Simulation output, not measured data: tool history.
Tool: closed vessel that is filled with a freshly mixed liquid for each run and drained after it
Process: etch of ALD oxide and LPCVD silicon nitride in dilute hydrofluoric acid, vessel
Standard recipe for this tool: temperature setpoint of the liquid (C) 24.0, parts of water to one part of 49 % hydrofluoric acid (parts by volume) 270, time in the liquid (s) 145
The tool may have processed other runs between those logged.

| run | hour | temperature setpoint of the liquid (C) | parts of water to one part of 49 % hydrofluoric acid (parts by volume) | time in the liquid (s) | wafers since the last listed run | hours since the thermometer was replaced | hours since the hydrofluoric acid flow meter was replaced | hours since the gauge calibration | read-back film thickness of the ALD oxide reference wafer, read on the same gauge (nm) | read-back film thickness of the LPCVD silicon nitride reference wafer, read on the same gauge (nm) | thickness taken off the ALD oxide on a monitor wafer (nm) | thickness taken off the LPCVD silicon nitride on a monitor wafer (nm) |
|---|---|---|---|---|---|---|---|---|---|---|---|---|
| 1 | 0.0 | 24.0 | 315 | 145 | 0 | 1394.1 | 326.4 | 1962.1 | 120.02 | 149.995 | 5.45 | 0.232 |
| 2 | 47.0 | 24.0 | 315 | 145 | 3623 | 1441.1 | 373.4 | 2009.1 | 119.96 | 150.008 | 5.53 | 0.272 |
| 3 | 94.7 | 24.0 | 270 | 90 | 3677 | 1488.8 | 421.1 | 2056.8 | 119.96 | 149.983 | 4.14 | 0.180 |
| 4 | 127.1 | 24.0 | 270 | 145 | 2497 | 1521.2 | 453.5 | 2089.2 | 120.02 | 149.986 | 6.79 | 0.234 |
| 5 | 179.2 | 26.0 | 175 | 95 | 4016 | 1573.3 | 505.6 | 2141.3 | 119.96 | 149.989 | 8.16 | 0.284 |
| 6 | 249.5 | 24.0 | 270 | 145 | 5419 | 1643.6 | 575.9 | 2211.6 | 120.01 | 149.974 | 6.81 | 0.280 |
| 7 | 284.4 | 22.0 | 225 | 105 | 2690 | 1678.5 | 610.8 | 2246.5 | 119.98 | 149.998 | 5.74 | 0.219 |
| 8 | 318.9 | 28.5 | 175 | 205 | 2659 | 1713.0 | 645.3 | 2281.0 | 120.02 | 149.966 | 19.40 | 0.638 |
| 9 | 366.8 | 26.0 | 200 | 170 | 3692 | 1760.9 | 693.2 | 2328.9 | 119.99 | 150.000 | 12.54 | 0.440 |
| 10 | 391.1 | 20.0 | 270 | 145 | 1873 | 1785.2 | 717.5 | 2353.2 | 119.98 | 149.968 | 5.93 | 0.189 |
| 11 | 438.9 | 24.0 | 270 | 145 | 3684 | 1833.0 | 765.3 | 2401.0 | 120.01 | 149.972 | 6.82 | 0.285 |
|  | 478.2 | gauge calibrated |
| 12 | 481.3 | 19.5 | 205 | 145 | 3268 | 1875.4 | 807.7 | 3.1 | 120.02 | 149.986 | 8.16 | 0.216 |
| 13 | 544.3 | 24.0 | 270 | 145 | 4856 | 1938.4 | 870.7 | 66.1 | 120.00 | 149.997 | 6.88 | 0.243 |
| 14 | 571.7 | 24.0 | 270 | 85 | 2112 | 1965.8 | 898.1 | 93.5 | 120.02 | 150.013 | 4.07 | 0.201 |
|  | 573.4 | hydrofluoric acid flow meter replaced |
|  | 573.7 | thermometer replaced |
| 15 | 641.0 | 24.0 | 270 | 145 | 5239 | 67.3 | 67.6 | 162.8 | 120.02 | 150.014 | 6.70 | 0.303 |
| 16 | 694.5 | 24.0 | 270 | 145 | 4124 | 120.8 | 121.1 | 216.3 | 119.98 | 149.987 | 6.70 | 0.356 |
| 17 | 848.6 | 24.0 | 135 | 185 | 11878 | 274.9 | 275.2 | 370.4 | 120.03 | 149.972 | 19.98 | 0.778 |
| 18 | 899.8 | 22.5 | 215 | 110 | 3946 | 326.1 | 326.4 | 421.6 | 120.00 | 149.974 | 6.50 | 0.254 |
| 19 | 970.3 | 20.0 | 185 | 80 | 5434 | 396.6 | 396.9 | 492.1 | 120.00 | 149.967 | 5.15 | 0.191 |
| 20 | 996.5 | 24.0 | 270 | 145 | 2019 | 422.8 | 423.1 | 518.3 | 120.02 | 149.974 | 6.92 | 0.303 |
| 21 | 1029.6 | 24.0 | 270 | 145 | 2551 | 455.9 | 456.2 | 551.4 | 120.00 | 150.002 | 6.84 | 0.258 |
| 22 | 1089.4 | 19.5 | 190 | 100 | 4609 | 515.7 | 516.0 | 611.2 | 120.00 | 150.024 | 6.18 | 0.172 |
| 23 | 1148.2 | 24.0 | 400 | 145 | 4532 | 574.5 | 574.8 | 670.0 | 120.01 | 150.035 | 4.16 | 0.187 |
| 24 | 1174.7 | 24.0 | 270 | 145 | 2042 | 601.0 | 601.3 | 696.5 | 119.98 | 149.952 | 6.89 | 0.244 |
| 25 | 1222.1 | 19.5 | 355 | 100 | 3653 | 648.4 | 648.7 | 743.9 | 119.99 | 150.017 | 2.87 | 0.099 |

Describe how what the log doesn't record of the tool's condition differs between the last listed run preceding each entry between runs and the first listed run following it.
Between runs 11 and 12: gauge calibrated (hour 478.2)
  liquid colder than its thermometer reads (K): 1.06 -> 1.08; hydrofluoric acid flow above the setpoint (%): 5.88 -> 6.17
  difference, measured minus the result without the unlogged condition, thickness taken off the ALD oxide on a monitor wafer (nm): +0.23 -> +0.23
Between runs 14 and 15: hydrofluoric acid flow meter replaced (hour 573.4); thermometer replaced (hour 573.7)
  liquid colder than its thermometer reads (K): 1.13 -> 0.195; hydrofluoric acid flow above the setpoint (%): 6.79 -> 1.05
  difference, measured minus the result without the unlogged condition, thickness taken off the ALD oxide on a monitor wafer (nm): +0.17 -> +0.04

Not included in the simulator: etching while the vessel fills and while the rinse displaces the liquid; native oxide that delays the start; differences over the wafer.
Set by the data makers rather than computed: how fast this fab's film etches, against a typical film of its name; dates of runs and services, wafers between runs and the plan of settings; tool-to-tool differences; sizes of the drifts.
